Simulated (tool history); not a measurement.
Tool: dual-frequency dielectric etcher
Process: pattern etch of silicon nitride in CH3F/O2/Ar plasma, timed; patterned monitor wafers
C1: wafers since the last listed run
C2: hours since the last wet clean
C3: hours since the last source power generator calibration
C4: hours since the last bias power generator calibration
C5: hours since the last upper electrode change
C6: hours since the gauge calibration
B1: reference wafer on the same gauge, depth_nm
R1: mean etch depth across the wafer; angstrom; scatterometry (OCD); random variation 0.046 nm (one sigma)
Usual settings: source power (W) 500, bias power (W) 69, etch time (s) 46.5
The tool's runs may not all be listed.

{"run": 1, "hour": 0.0, "source power (W)": 530, "bias power (W)": 69, "etch time (s)": 46.5, "C1": 0, "C2": 341, "C3": 2868.8, "C4": 3358.8, "C5": 3285.3, "C6": 244, "B1": 25, "R1": 310.4}
{"run": 2, "hour": 7.2, "source power (W)": 500, "bias power (W)": 69, "etch time (s)": 46.5, "C1": 93, "C2": 348.2, "C3": 2876, "C4": 3366, "C5": 3292.5, "C6": 251.2, "B1": 25, "R1": 304.5}
{"run": 3, "hour": 18.0, "source power (W)": 500, "bias power (W)": 69, "etch time (s)": 53, "C1": 139, "C2": 359, "C3": 2886.8, "C4": 3376.8, "C5": 3303.3, "C6": 262, "B1": 24.99, "R1": 347.6}
{"run": 4, "hour": 31.9, "source power (W)": 500, "bias power (W)": 69, "etch time (s)": 46.5, "C1": 179, "C2": 372.9, "C3": 2900.7, "C4": 3390.7, "C5": 3317.2, "C6": 275.9, "B1": 25, "R1": 305}
{"run": 5, "hour": 49.6, "source power (W)": 500, "bias power (W)": 69, "etch time (s)": 46.5, "C1": 228, "C2": 390.6, "C3": 2918.4, "C4": 3408.4, "C5": 3334.9, "C6": 293.6, "B1": 24.99, "R1": 305.2}
{"hour": 64.3, "done": "source power generator calibrated"}
{"run": 6, "hour": 64.8, "source power (W)": 500, "bias power (W)": 69, "etch time (s)": 38.5, "C1": 144, "C2": 405.8, "C3": 0.5, "C4": 3423.6, "C5": 3350.1, "C6": 308.8, "B1": 25, "R1": 251.9}
{"run": 7, "hour": 76.7, "source power (W)": 500, "bias power (W)": 69, "etch time (s)": 38.5, "C1": 153, "C2": 417.7, "C3": 12.4, "C4": 3435.5, "C5": 3362, "C6": 320.7, "B1": 25, "R1": 252.5}
{"run": 8, "hour": 92.7, "source power (W)": 500, "bias power (W)": 69, "etch time (s)": 38.5, "C1": 206, "C2": 433.7, "C3": 28.4, "C4": 3451.5, "C5": 3378, "C6": 336.7, "B1": 25, "R1": 251.9}
{"hour": 116.8, "done": "wet clean of the chamber"}
{"run": 9, "hour": 117.3, "source power (W)": 500, "bias power (W)": 69, "etch time (s)": 46.5, "C1": 7, "C2": 0.5, "C3": 53, "C4": 3476.1, "C5": 3402.6, "C6": 361.3, "B1": 24.99, "R1": 308.5}
{"run": 10, "hour": 117.6, "source power (W)": 500, "bias power (W)": 69, "etch time (s)": 46.5, "C1": 3, "C2": 0.8, "C3": 53.3, "C4": 3476.4, "C5": 3402.9, "C6": 361.6, "B1": 25, "R1": 307.8}
{"run": 11, "hour": 117.9, "source power (W)": 500, "bias power (W)": 69, "etch time (s)": 46.5, "C1": 3, "C2": 1.1, "C3": 53.6, "C4": 3476.7, "C5": 3403.2, "C6": 361.9, "B1": 25.01, "R1": 307.7}
{"run": 12, "hour": 122.3, "source power (W)": 500, "bias power (W)": 69, "etch time (s)": 46.5, "C1": 56, "C2": 5.5, "C3": 58, "C4": 3481.1, "C5": 3407.6, "C6": 366.3, "B1": 24.99, "R1": 307.9}
{"run": 13, "hour": 134.8, "source power (W)": 500, "bias power (W)": 69, "etch time (s)": 36.5, "C1": 161, "C2": 18, "C3": 70.5, "C4": 3493.6, "C5": 3420.1, "C6": 378.8, "B1": 25, "R1": 241.9}
{"run": 14, "hour": 152.7, "source power (W)": 500, "bias power (W)": 69, "etch time (s)": 46.5, "C1": 231, "C2": 35.9, "C3": 88.4, "C4": 3511.5, "C5": 3438, "C6": 396.7, "B1": 25, "R1": 308.3}
{"run": 15, "hour": 159.8, "source power (W)": 500, "bias power (W)": 56, "etch time (s)": 46.5, "C1": 91, "C2": 43, "C3": 95.5, "C4": 3518.6, "C5": 3445.1, "C6": 403.8, "B1": 25, "R1": 295.1}
{"hour": 169.1, "done": "bias power generator calibrated"}
{"run": 16, "hour": 172.2, "source power (W)": 500, "bias power (W)": 82, "etch time (s)": 46.5, "C1": 108, "C2": 55.4, "C3": 107.9, "C4": 3.1, "C5": 3457.5, "C6": 416.2, "B1": 25, "R1": 319}
{"run": 17, "hour": 179.6, "source power (W)": 500, "bias power (W)": 69, "etch time (s)": 46.5, "C1": 95, "C2": 62.8, "C3": 115.3, "C4": 10.5, "C5": 3464.9, "C6": 423.6, "B1": 24.98, "R1": 307.2}
{"run": 18, "hour": 190.5, "source power (W)": 500, "bias power (W)": 69, "etch time (s)": 55.5, "C1": 140, "C2": 73.7, "C3": 126.2, "C4": 21.4, "C5": 3475.8, "C6": 434.5, "B1": 25.01, "R1": 367.6}
{"run": 19, "hour": 203.2, "source power (W)": 400, "bias power (W)": 69, "etch time (s)": 34, "C1": 164, "C2": 86.4, "C3": 138.9, "C4": 34.1, "C5": 3488.5, "C6": 447.2, "B1": 25, "R1": 209.5}
{"run": 20, "hour": 211.9, "source power (W)": 500, "bias power (W)": 69, "etch time (s)": 39.5, "C1": 112, "C2": 95.1, "C3": 147.6, "C4": 42.8, "C5": 3497.2, "C6": 455.9, "B1": 25.01, "R1": 261.2}
{"run": 21, "hour": 219.3, "source power (W)": 500, "bias power (W)": 69, "etch time (s)": 54, "C1": 95, "C2": 102.5, "C3": 155, "C4": 50.2, "C5": 3504.6, "C6": 463.3, "B1": 24.99, "R1": 357.9}
{"hour": 222.3, "done": "gauge calibrated"}
{"hour": 245.2, "done": "upper electrode replaced"}
{"run": 22, "hour": 245.7, "source power (W)": 570, "bias power (W)": 80, "etch time (s)": 58, "C1": 31, "C2": 128.9, "C3": 181.4, "C4": 76.6, "C5": 0.5, "C6": 23.4, "B1": 25.01, "R1": 412.5}
{"run": 23, "hour": 248.2, "source power (W)": 380, "bias power (W)": 69, "etch time (s)": 46.5, "C1": 32, "C2": 131.4, "C3": 183.9, "C4": 79.1, "C5": 3, "C6": 25.9, "B1": 25, "R1": 281.7}
{"run": 24, "hour": 254.7, "source power (W)": 540, "bias power (W)": 69, "etch time (s)": 42, "C1": 84, "C2": 137.9, "C3": 190.4, "C4": 85.6, "C5": 9.5, "C6": 32.4, "B1": 25.01, "R1": 284.3}
{"run": 25, "hour": 266.7, "source power (W)": 440, "bias power (W)": 69, "etch time (s)": 36.5, "C1": 155, "C2": 149.9, "C3": 202.4, "C4": 97.6, "C5": 21.5, "C6": 44.4, "B1": 25, "R1": 230.7}
{"run": 26, "hour": 277.0, "source power (W)": 500, "bias power (W)": 69, "etch time (s)": 46.5, "C1": 133, "C2": 160.2, "C3": 212.7, "C4": 107.9, "C5": 31.8, "C6": 54.7, "B1": 25, "R1": 306.6}
{"run": 27, "hour": 284.7, "source power (W)": 500, "bias power (W)": 80, "etch time (s)": 33.5, "C1": 99, "C2": 167.9, "C3": 220.4, "C4": 115.6, "C5": 39.5, "C6": 62.4, "B1": 25, "R1": 227.4}
{"run": 28, "hour": 297.3, "source power (W)": 500, "bias power (W)": 54, "etch time (s)": 46.5, "C1": 162, "C2": 180.5, "C3": 233, "C4": 128.2, "C5": 52.1, "C6": 75, "B1": 25, "R1": 293.4}
{"run": 29, "hour": 305.8, "source power (W)": 410, "bias power (W)": 56, "etch time (s)": 59, "C1": 109, "C2": 189, "C3": 241.5, "C4": 136.7, "C5": 60.6, "C6": 83.5, "B1": 25.01, "R1": 349.8}
{"run": 30, "hour": 321.5, "source power (W)": 500, "bias power (W)": 69, "etch time (s)": 46.5, "C1": 202, "C2": 204.7, "C3": 257.2, "C4": 152.4, "C5": 76.3, "C6": 99.2, "B1": 25.01, "R1": 305.9}
{"run": 31, "hour": 330.5, "source power (W)": 430, "bias power (W)": 69, "etch time (s)": 46.5, "C1": 116, "C2": 213.7, "C3": 266.2, "C4": 161.4, "C5": 85.3, "C6": 108.2, "B1": 25, "R1": 291.2}

What the log doesn't show, run by run:
source power that arrives over what is set, %: 0 in every run
bias power that arrives over what is set, %: 0 in every run
gauge reads high (%): 0 in every run
H1: etch rate over this chamber's usual, %
run=1 H1=-0.953
run=2 H1=-0.976
run=3 H1=-1.01
run=4 H1=-1.05
run=5 H1=-1.11
run=6 H1=-1.16
run=7 H1=-1.2
run=8 H1=-1.25
run=9 H1=0.0447
run=10 H1=0.0438
run=11 H1=0.0428
run=12 H1=0.0289
run=13 H1=-0.0108
run=14 H1=-0.0675
run=15 H1=-0.0901
run=16 H1=-0.129
run=17 H1=-0.153
run=18 H1=-0.187
run=19 H1=-0.228
run=20 H1=-0.255
run=21 H1=-0.279
run=22 H1=-0.362
run=23 H1=-0.37
run=24 H1=-0.391
run=25 H1=-0.429
run=26 H1=-0.462
run=27 H1=-0.486
run=28 H1=-0.526
run=29 H1=-0.553
run=30 H1=-0.603
run=31 H1=-0.631
